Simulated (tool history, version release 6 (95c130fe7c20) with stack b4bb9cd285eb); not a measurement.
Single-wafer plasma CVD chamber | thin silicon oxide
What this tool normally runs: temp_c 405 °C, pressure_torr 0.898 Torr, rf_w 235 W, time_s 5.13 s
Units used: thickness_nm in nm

run,hour,temp_c,pressure_torr,rf_w,time_s,"read-back reference wafer on the same gauge, thickness_nm",thickness_nm
1,0.0,405,0.898,235,5.71,11.263,10.240
2,27.9,405,0.898,235,5.71,11.262,10.207
3,52.9,405,0.898,235,5.13,11.261,9.177
4,90.9,405,0.898,235,5.13,11.266,9.187
5,131.1,405,0.898,235,5.13,11.252,9.154
6,242.8,405,0.898,235,5.13,11.260,9.024
7,280.2,405,0.898,235,5.13,11.270,9.065
8,347.0,405,0.898,235,5.13,11.269,8.962
9,399.8,405,0.898,270,5.13,11.273,9.641
10,467.9,405,0.898,270,5.13,11.260,9.611
11,503.2,405,0.898,235,5.13,11.264,8.886
12,643.2,405,0.898,235,5.13,11.250,9.190
13,712.9,405,0.898,235,5.13,11.267,9.160
14,776.5,405,0.766,235,5.13,11.267,7.985
15,819.7,405,0.898,235,5.13,11.265,9.055
16,870.8,405,0.898,235,5.71,11.265,10.089
17,910.4,392,1.087,235,4.45,11.258,9.218
18,943.7,405,0.898,260,5.13,11.262,9.666
19,1013.7,420,0.898,210,5.13,11.274,8.748
20,1080.7,405,0.898,235,5.13,11.262,9.449
21,1118.6,392,0.822,260,4.23,11.270,7.878
22,1151.2,391,0.753,235,5.13,11.258,8.345
23,1201.7,391,0.898,265,5.13,11.261,10.223
24,1267.0,405,0.836,235,5.83,11.253,10.144

Missing from the log above: 5 entries noted between runs. For each, name the pair of listed runs it sits between and say how the tool's hidden condition differs from the listed run just before to the listed run just after:
In the gap between runs 11 and 12: gauge calibrated (hour 521.8); showerhead replaced (hour 615.6); RF generator calibrated (hour 615.7)
  delivered RF power above the setpoint (%): -7.47 -> -1.07; true pressure above the setpoint (%): -4.6 -> -5.36
  measured value less the no-hidden-state value, thickness_nm: -0.789 -> -0.458 nm
In the gap between runs 12 and 13: thermocouple changed; heater temperature recalibrated (hour 712.4)
  delivered RF power above the setpoint (%): -1.07 -> -1.08; true pressure above the setpoint (%): -5.36 -> -5.74
  measured value less the no-hidden-state value, thickness_nm: -0.458 -> -0.486 nm
In the gap between runs 18 and 19: capacitance manometer re-zeroed and calibrated (hour 968.5)
  delivered RF power above the setpoint (%): -1.2 -> -1.27; true pressure above the setpoint (%): -6.99 -> -0.312
  measured value less the no-hidden-state value, thickness_nm: -0.620 -> -0.096 nm
